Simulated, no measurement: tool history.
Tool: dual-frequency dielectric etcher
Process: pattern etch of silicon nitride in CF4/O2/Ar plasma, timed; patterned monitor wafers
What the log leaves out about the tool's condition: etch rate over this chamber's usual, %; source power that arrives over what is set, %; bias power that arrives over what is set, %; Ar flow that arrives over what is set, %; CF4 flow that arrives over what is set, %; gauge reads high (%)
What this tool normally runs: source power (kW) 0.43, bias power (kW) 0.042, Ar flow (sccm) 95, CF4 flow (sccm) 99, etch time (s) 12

run     day  source power (kW)  bias power (kW)  Ar flow (sccm)  CF4 flow (sccm)  etch time (s)  wafers since the last listed run  hours since the last wet clean  hours since the last source power generator calibration  hours since the last bias power generator calibration  hours since the last Ar flow controller change  hours since the last CF4 flow controller change  hours since the last upper electrode change  hours since the gauge calibration  read-back reference wafer on the same gauge, depth_nm  mean etch depth across the wafer (angstrom)
  1       0               0.43            0.042              95               99           13.5                                 0                           330.2                                                    225.6                                                 3742.5                                             0.5                                              0.8                                       2661.3                              195.7                                                   17.5                                        220.1
  2   2.012               0.43            0.042              95               99           13.5                               664                           378.5                                                    273.9                                                 3790.8                                            48.8                                             49.1                                       2709.6                                244                                                  17.48                                        219.8
  3   4.217               0.43            0.042              95               99             12                               727                           431.4                                                    326.8                                                 3843.7                                           101.7                                              102                                       2762.5                              296.9                                                   17.5                                          195
      5.808  -- wet clean of the chamber, repeated, since the last time left the tool worse
  4   5.829                0.4            0.038             118               76             12                               202                             0.5                                                    365.5                                                 3882.4                                           140.4                                            140.7                                       2801.2                              335.6                                                  17.49                                        155.4
  5   7.596               0.43            0.042              95               83             12                               583                            42.9                                                    407.9                                                 3924.8                                           182.8                                            183.1                                       2843.6                                378                                                  17.49                                        178.5
  6   9.479               0.43            0.042              95               99             12                               621                            88.1                                                    453.1                                                   3970                                             228                                            228.3                                       2888.8                              423.2                                                   17.5                                        183.5
  7  12.329               0.43            0.042              95               99             12                               940                           156.5                                                    521.5                                                 4038.4                                           296.4                                            296.7                                       2957.2                              491.6                                                  17.51                                          183
     15.767  -- upper electrode replaced
  8  20.808               0.43            0.042              95               87             12                              2469                             360                                                      725                                                 4241.9                                           499.9                                            500.2                                          121                              695.1                                                  17.51                                        182.9
     26.742  -- wet clean of the chamber
     27.667  -- bias power generator calibrated
  9  27.688               0.52            0.042              95               99             12                              1885                            22.7                                                    890.1                                                    0.5                                             665                                            665.3                                        286.1                              860.2                                                  17.49                                        223.4
 10   28.75               0.43            0.042              95               99             12                               350                            48.2                                                    915.6                                                     26                                           690.5                                            690.8                                        311.6                              885.7                                                   17.5                                        184.6
 11  30.621               0.43            0.042             113               99             11                               617                            93.1                                                    960.5                                                   70.9                                           735.4                                            735.7                                        356.5                              930.6                                                  17.49                                        166.4
 12  32.654               0.43            0.047             114               99             15                               671                           141.9                                                   1009.3                                                  119.7                                           784.2                                            784.5                                        405.3                              979.4                                                   17.5                                        233.4
 13  33.758               0.43            0.049             117               77           13.5                               364                           168.4                                                   1035.8                                                  146.2                                           810.7                                              811                                        431.8                             1005.9                                                  17.49                                        204.3
 14  35.733               0.43            0.042              95               99             12                               651                           215.8                                                   1083.2                                                  193.6                                           858.1                                            858.4                                        479.2                             1053.3                                                  17.51                                        186.1
     37.092  -- gauge calibrated
 15  38.083               0.43            0.037              95              117             12                               775                           272.2                                                   1139.6                                                    250                                           914.5                                            914.8                                        535.6                               23.8                                                  17.47                                        185.3
 16   39.85               0.43            0.042              95              107             10                               583                           314.6                                                     1182                                                  292.4                                           956.9                                            957.2                                          578                               66.2                                                  17.49                                        157.8
 17  42.358               0.43            0.042             109               99             12                               828                           374.8                                                   1242.2                                                  352.6                                          1017.1                                           1017.4                                        638.2                              126.4                                                  17.51                                        184.8
 18  43.662               0.43            0.036              81               99           14.5                               430                           406.1                                                   1273.5                                                  383.9                                          1048.4                                           1048.7                                        669.5                              157.7                                                   17.5                                        224.3
 19  45.025               0.54            0.042              73               99             12                               449                           438.8                                                   1306.2                                                  416.6                                          1081.1                                           1081.4                                        702.2                              190.4                                                   17.5                                          242
     47.083  -- wet clean of the chamber
 20  47.104               0.43            0.038              95              107           13.5                               356                             0.5                                                   1356.1                                                  466.5                                            1131                                           1131.3                                        752.1                              240.3                                                   17.5                                        206.2

For each entry between runs, how does the tool's hidden state at the last listed run before it compare with that at the first listed run after it?
Runs 3 to 4: wet clean of the chamber, repeated, since the last time left the tool worse (day 5.808)
  etch rate over this chamber's usual, %: 6.75 -> -0.0575
  what was measured, less what the result would be without the hidden state, mean etch depth across the wafer (angstrom): +12.3 -> -0.1
Runs 7 to 8: upper electrode replaced (day 15.767)
  etch rate over this chamber's usual, %: 0.728 -> 1.75
  what was measured, less what the result would be without the hidden state, mean etch depth across the wafer (angstrom): +1.3 -> +3.1
Runs 8 to 9: wet clean of the chamber (day 26.742); bias power generator calibrated (day 27.667)
  etch rate over this chamber's usual, %: 1.75 -> 0.251
  what was measured, less what the result would be without the hidden state, mean etch depth across the wafer (angstrom): +3.1 -> +0.5
Runs 14 to 15: gauge calibrated (day 37.092)
  etch rate over this chamber's usual, %: 1.22 -> 1.51
  what was measured, less what the result would be without the hidden state, mean etch depth across the wafer (angstrom): +2.3 -> +2.8
Runs 19 to 20: wet clean of the chamber (day 47.083)
  etch rate over this chamber's usual, %: 2.35 -> 0.241
  what was measured, less what the result would be without the hidden state, mean etch depth across the wafer (angstrom): +5.5 -> +0.5
